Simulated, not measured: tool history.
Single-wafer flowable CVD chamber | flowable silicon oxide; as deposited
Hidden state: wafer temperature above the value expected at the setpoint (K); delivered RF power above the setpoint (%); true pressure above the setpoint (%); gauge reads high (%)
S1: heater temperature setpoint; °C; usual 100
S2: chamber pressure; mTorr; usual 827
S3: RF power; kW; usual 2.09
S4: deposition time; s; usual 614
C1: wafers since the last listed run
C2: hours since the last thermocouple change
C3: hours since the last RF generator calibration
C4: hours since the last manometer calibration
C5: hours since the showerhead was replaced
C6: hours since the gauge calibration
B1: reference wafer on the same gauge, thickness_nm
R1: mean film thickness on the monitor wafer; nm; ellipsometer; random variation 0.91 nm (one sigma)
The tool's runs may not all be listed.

run,day,S1,S2,S3,S4,C1,C2,C3,C4,C5,C6,B1,R1
1,0,100,827,2.09,614,0,1833.1,1338,2225.8,5855,269.8,342.203,472.875
2,0.304,100,827,2.09,614,32,1840.4,1345.3,2233.1,5862.3,277.1,342.112,474.882
3,0.933,100,827,2.09,614,66,1855.5,1360.4,2248.2,5877.4,292.2,342.186,477.69
4,1.488,88,827,2.09,550,58,1868.8,1373.7,2261.5,5890.7,305.5,342.034,609.932
5,2.133,88,827,2.09,550,68,1884.3,1389.2,2277,5906.2,321,341.757,613.334
6,2.592,100,827,2.09,677,48,1895.3,1400.2,2288,5917.2,332,341.638,530.24
7,3.167,100,827,2.09,677,60,1909.1,1414,2301.8,5931,345.8,341.621,528.734
8,3.838,93,827,2.09,614,70,1925.2,1430.1,2317.9,5947.1,361.9,342.054,597.928
# day 4.388: capacitance manometer re-zeroed and calibrated
9,4.462,93,827,2.09,614,30,1940.2,1445.1,1.8,5962.1,376.9,342.083,599.216
# day 4.975: RF generator calibrated
10,5.158,100,988,2.09,614,38,1956.9,4.4,18.5,5978.8,393.6,342.014,579.668
11,5.654,100,827,2.09,614,52,1968.8,16.3,30.4,5990.7,405.5,341.95,485.372
# day 5.892: gauge calibrated
12,6.079,100,827,2.09,614,44,1979,26.5,40.6,6000.9,4.5,341.995,487.887
13,6.683,100,827,2.09,614,63,1993.5,41,55.1,6015.4,19,341.954,488.706
14,6.983,100,827,2.09,614,31,2000.7,48.2,62.3,6022.6,26.2,342.242,488.717
15,7.571,105,668,2.09,565,61,2014.8,62.3,76.4,6036.7,40.3,342.196,311.06
16,8.012,113,827,2.09,614,46,2025.4,72.9,87,6047.3,50.9,342.253,326.256
17,8.658,91,757,2.09,645,68,2040.9,88.4,102.5,6062.8,66.4,341.888,617.461
# day 9.388: showerhead replaced
18,9.408,100,827,2.09,614,43,2058.9,106.4,120.5,0.5,84.4,341.837,494.292
19,9.712,113,989,1.945,678,32,2066.2,113.7,127.8,7.8,91.7,341.749,430.881
20,10.354,100,827,2.09,722,67,2081.6,129.1,143.2,23.2,107.1,342.192,583.193
21,10.612,100,827,2.09,614,27,2087.8,135.3,149.4,29.4,113.3,342.076,495.597
# day 10.983: thermocouple changed; heater temperature recalibrated
22,11.275,109,726,1.825,691,34,7,151.2,165.3,45.3,129.2,342.013,318.414
23,11.733,100,827,2.09,682,48,18,162.2,176.3,56.3,140.2,342.059,484.752
24,12.088,100,827,2.09,614,37,26.5,170.7,184.8,64.8,148.7,341.523,436.508
25,12.354,87,1033,2.435,614,28,32.9,177.1,191.2,71.2,155.1,341.858,816.269
26,12.808,96,760,2.09,614,47,43.8,188,202.1,82.1,166,341.877,456.295
27,13.288,100,827,1.855,614,50,55.3,199.5,213.6,93.6,177.5,342.184,430.101
28,13.988,100,827,1.965,578,73,72.1,216.3,230.4,110.4,194.3,341.746,406.662

Forecast each of these 4 alternatives for the next run:
A,14.012,100,827,1.685,614,2,72.7,216.9,231,111,194.9,?,?
B,14.012,100,827,2.505,710,2,72.7,216.9,231,111,194.9,?,?
C,14.012,106,827,1.82,614,2,72.7,216.9,231,111,194.9,?,?
D,14.012,114,662,1.945,614,2,72.7,216.9,231,111,194.9,?,?

run,B1,R1
A,342.294,423.651
B,342.294,514.322
C,342.294,354.586
D,342.294,223.613
Without the tool's hidden state the same runs would have given:
run,R1
A,398.583
B,483.89
C,333.019
D,210.841

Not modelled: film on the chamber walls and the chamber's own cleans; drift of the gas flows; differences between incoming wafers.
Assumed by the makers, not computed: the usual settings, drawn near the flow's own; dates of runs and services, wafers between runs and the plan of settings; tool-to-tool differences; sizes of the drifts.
